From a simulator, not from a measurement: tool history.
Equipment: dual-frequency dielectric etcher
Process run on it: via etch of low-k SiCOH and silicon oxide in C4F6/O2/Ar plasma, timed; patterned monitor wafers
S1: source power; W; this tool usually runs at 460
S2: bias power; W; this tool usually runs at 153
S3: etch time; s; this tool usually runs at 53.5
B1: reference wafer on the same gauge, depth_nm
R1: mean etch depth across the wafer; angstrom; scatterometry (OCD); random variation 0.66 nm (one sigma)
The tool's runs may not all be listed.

| run | hour | S1 | S2 | S3 | B1 | R1 |
|---|---|---|---|---|---|---|
| 1 | 0.0 | 460 | 153 | 53.5 | 143.0 | 1379 |
| 2 | 15.7 | 460 | 153 | 53.5 | 143.1 | 1401 |
| 3 | 28.1 | 460 | 153 | 53.5 | 142.9 | 1387 |
| 4 | 40.8 | 540 | 153 | 53.5 | 143.1 | 1533 |
| 5 | 51.5 | 540 | 153 | 53.5 | 143.1 | 1526 |
| 6 | 63.5 | 540 | 153 | 53.5 | 143.0 | 1529 |
| 7 | 74.0 | 460 | 153 | 53.5 | 142.9 | 1392 |
| 8 | 84.5 | 460 | 153 | 53.5 | 143.0 | 1386 |
| 9 | 94.1 | 460 | 153 | 53.5 | 143.2 | 1396 |
| 10 | 178.1 | 460 | 134 | 48.5 | 143.0 | 1217 |
| 11 | 178.4 | 490 | 127 | 42.0 | 142.7 | 1073 |
| 12 | 178.8 | 530 | 186 | 47.0 | 142.9 | 1436 |
| 13 | 179.1 | 460 | 115 | 53.5 | 143.1 | 1267 |
| 14 | 187.0 | 530 | 185 | 47.5 | 143.0 | 1436 |
| 15 | 207.5 | 540 | 153 | 65.5 | 143.1 | 1873 |
| 16 | 217.9 | 560 | 153 | 53.5 | 143.2 | 1575 |
| 17 | 232.3 | 460 | 153 | 53.5 | 142.9 | 1395 |
| 18 | 248.2 | 490 | 127 | 42.0 | 143.1 | 1070 |
| 19 | 261.5 | 380 | 166 | 64.5 | 143.0 | 1521 |
| 20 | 278.1 | 390 | 153 | 53.5 | 142.9 | 1251 |

Put back what was entered between runs (5 entries, withheld): which listed runs does each sit between, and how does the hidden state differ from the listed run before to the listed run after?
In the gap between runs 9 and 10: gauge calibrated (hour 112.3); upper electrode replaced (hour 157.2); wet clean of the chamber (hour 177.6)
  nothing in the hidden state changes from one run to the other
In the gap between runs 14 and 15: source power generator calibrated (hour 195.7); bias power generator calibrated (hour 207.0)
  nothing in the hidden state changes from one run to the other
